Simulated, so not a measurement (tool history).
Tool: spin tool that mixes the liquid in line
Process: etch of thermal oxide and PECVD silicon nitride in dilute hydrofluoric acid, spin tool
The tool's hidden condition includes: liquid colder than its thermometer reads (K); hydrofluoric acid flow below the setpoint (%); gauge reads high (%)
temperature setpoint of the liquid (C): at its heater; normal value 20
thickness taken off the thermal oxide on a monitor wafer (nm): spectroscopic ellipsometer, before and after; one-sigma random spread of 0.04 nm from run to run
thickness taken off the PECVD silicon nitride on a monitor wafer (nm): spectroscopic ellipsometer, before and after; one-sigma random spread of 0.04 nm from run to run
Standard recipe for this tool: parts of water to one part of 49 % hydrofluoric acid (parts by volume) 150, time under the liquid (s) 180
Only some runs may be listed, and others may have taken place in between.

run     day  temperature setpoint of the liquid (C)  parts of water to one part of 49 % hydrofluoric acid (parts by volume)  time under the liquid (s)  wafers since the last listed run  hours since the thermometer was replaced  hours since the hydrofluoric acid flow meter was replaced  hours since the gauge calibration  read-back film thickness of the thermal oxide reference wafer, read on the same gauge (nm)  read-back film thickness of the PECVD silicon nitride reference wafer, read on the same gauge (nm)  thickness taken off the thermal oxide on a monitor wafer (nm)  thickness taken off the PECVD silicon nitride on a monitor wafer (nm)
  1       0                                      20                                                                     150                        215                                 0                                    2307.7                                                     1697.5                              649.4                                                                                      89.985                                                                                                  30                                                          4.648                                                                   5.35
  2   1.242                                      20                                                                     150                        215                               176                                    2337.5                                                     1727.3                              679.2                                                                                      90.004                                                                                               29.99                                                          4.681                                                                    5.3
  3   2.125                                      20                                                                     150                        215                               125                                    2358.7                                                     1748.5                              700.4                                                                                      90.024                                                                                               30.01                                                           4.71                                                                   5.36
  4       3                                      20                                                                     150                        180                               124                                    2379.7                                                     1769.5                              721.4                                                                                      89.964                                                                                               29.97                                                          3.835                                                                    4.5
  5   3.633                                      20                                                                     150                        180                                90                                    2394.9                                                     1784.7                              736.6                                                                                      89.985                                                                                               30.02                                                          3.965                                                                   4.51
  6   4.804                                      20                                                                     190                        280                               166                                      2423                                                     1812.8                              764.7                                                                                      90.012                                                                                               30.01                                                          4.633                                                                   5.59
  7   5.529                                      20                                                                      95                        225                               103                                    2440.4                                                     1830.2                              782.1                                                                                      89.974                                                                                                  30                                                          8.032                                                                   8.61
  8   6.988                                      20                                                                     150                        130                               207                                    2475.4                                                     1865.2                              817.1                                                                                      90.025                                                                                               30.02                                                          2.762                                                                    3.2
  9    7.55                                    18.5                                                                     210                        230                                79                                    2488.9                                                     1878.7                              830.6                                                                                      89.984                                                                                               29.97                                                           3.11                                                                   3.68
 10   9.033                                    18.5                                                                      90                        180                               210                                    2524.5                                                     1914.3                              866.2                                                                                      89.979                                                                                               30.02                                                          6.401                                                                   6.52
      9.421  -- thermometer replaced
 11   9.946                                      20                                                                     150                        180                               123                                      12.6                                                     1936.2                              888.1                                                                                      90.009                                                                                               29.98                                                          4.295                                                                   5.16
 12  11.433                                    24.5                                                                     215                        275                               211                                      48.3                                                     1971.9                              923.8                                                                                       90.02                                                                                               30.01                                                          5.012                                                                   7.29
     11.517  -- gauge calibrated
 13  12.921                                      20                                                                     150                        180                               211                                        84                                                     2007.6                               33.7                                                                                      89.997                                                                                               30.02                                                          4.241                                                                   5.15
     13.162  -- hydrofluoric acid flow meter replaced
 14  13.467                                      20                                                                     150                        260                                71                                      97.1                                                        7.3                               46.8                                                                                      90.009                                                                                                  30                                                          6.107                                                                   7.32
 15  14.142                                    24.5                                                                     190                         95                                95                                     113.3                                                       23.5                                 63                                                                                      89.943                                                                                               30.02                                                          2.008                                                                   2.87
 16  15.504                                      20                                                                     150                        180                               193                                       146                                                       56.2                               95.7                                                                                      89.987                                                                                               29.98                                                          4.263                                                                   5.09
 17    16.3                                      17                                                                     150                        225                               113                                     165.1                                                       75.3                              114.8                                                                                      89.995                                                                                               30.01                                                          4.617                                                                   5.28
 18  17.158                                    23.5                                                                     210                        180                               122                                     185.7                                                       95.9                              135.4                                                                                      90.007                                                                                               30.01                                                          3.226                                                                   4.58
 19  17.929                                      17                                                                     195                        135                               109                                     204.2                                                      114.4                              153.9                                                                                      89.996                                                                                               30.02                                                          2.018                                                                   2.43
 20  19.117                                      20                                                                     100                        245                               168                                     232.7                                                      142.9                              182.4                                                                                      89.972                                                                                               29.99                                                          8.969                                                                  10.32
 21  19.983                                      20                                                                     190                        290                               123                                     253.5                                                      163.7                              203.2                                                                                      90.014                                                                                                  30                                                          5.128                                                                   6.51
 22  20.696                                    17.5                                                                     200                        255                               101                                     270.6                                                      180.8                              220.3                                                                                      90.016                                                                                               29.97                                                          3.805                                                                   4.53
 23   21.95                                      20                                                                     200                        180                               178                                     300.7                                                      210.9                              250.4                                                                                      90.004                                                                                               30.01                                                          2.967                                                                   3.79
 24  23.438                                      20                                                                     180                        180                               211                                     336.4                                                      246.6                              286.1                                                                                      90.022                                                                                               29.98                                                          3.336                                                                   4.23
 25  24.817                                      22                                                                     150                         95                               196                                     369.5                                                      279.7                              319.2                                                                                      90.005                                                                                               29.99                                                          2.361                                                                   2.99

What if the next run were any one of these 5? Each begins from the tool's condition after run 25:
  A  24.838                                      20                                                                     150                        180                                 2                                       370                                                      280.2                              319.7                                                                                           ?                                                                                                   ?                                                              ?                                                                      ?
  B  24.838                                    18.5                                                                     175                         90                                 2                                       370                                                      280.2                              319.7                                                                                           ?                                                                                                   ?                                                              ?                                                                      ?
  C  24.838                                    24.5                                                                     150                        180                                 2                                       370                                                      280.2                              319.7                                                                                           ?                                                                                                   ?                                                              ?                                                                      ?
  D  24.838                                    23.5                                                                     220                         95                                 2                                       370                                                      280.2                              319.7                                                                                           ?                                                                                                   ?                                                              ?                                                                      ?
  E  24.838                                    23.5                                                                     210                        110                                 2                                       370                                                      280.2                              319.7                                                                                           ?                                                                                                   ?                                                              ?                                                                      ?

run  read-back film thickness of the thermal oxide reference wafer, read on the same gauge (nm)  read-back film thickness of the PECVD silicon nitride reference wafer, read on the same gauge (nm)  thickness taken off the thermal oxide on a monitor wafer (nm)  thickness taken off the PECVD silicon nitride on a monitor wafer (nm)
  A                                                                                      89.955                                                                                               30.01                                                          4.172                                                                   5.02
  B                                                                                      89.955                                                                                               30.01                                                          1.643                                                                   1.95
  C                                                                                      89.955                                                                                               30.01                                                          4.977                                                                   6.75
  D                                                                                      89.955                                                                                               30.01                                                            1.6                                                                   2.29
  E                                                                                      89.955                                                                                               30.01                                                          1.961                                                                   2.78
With the hidden condition removed and each run's random variation left untouched, the same runs would have given:
run  thickness taken off the thermal oxide on a monitor wafer (nm)  thickness taken off the PECVD silicon nitride on a monitor wafer (nm)
  A                                                          4.301                                                                   5.28
  B                                                          1.693                                                                   2.06
  C                                                          5.124                                                                   7.09
  D                                                          1.645                                                                    2.4
  E                                                          2.017                                                                   2.91
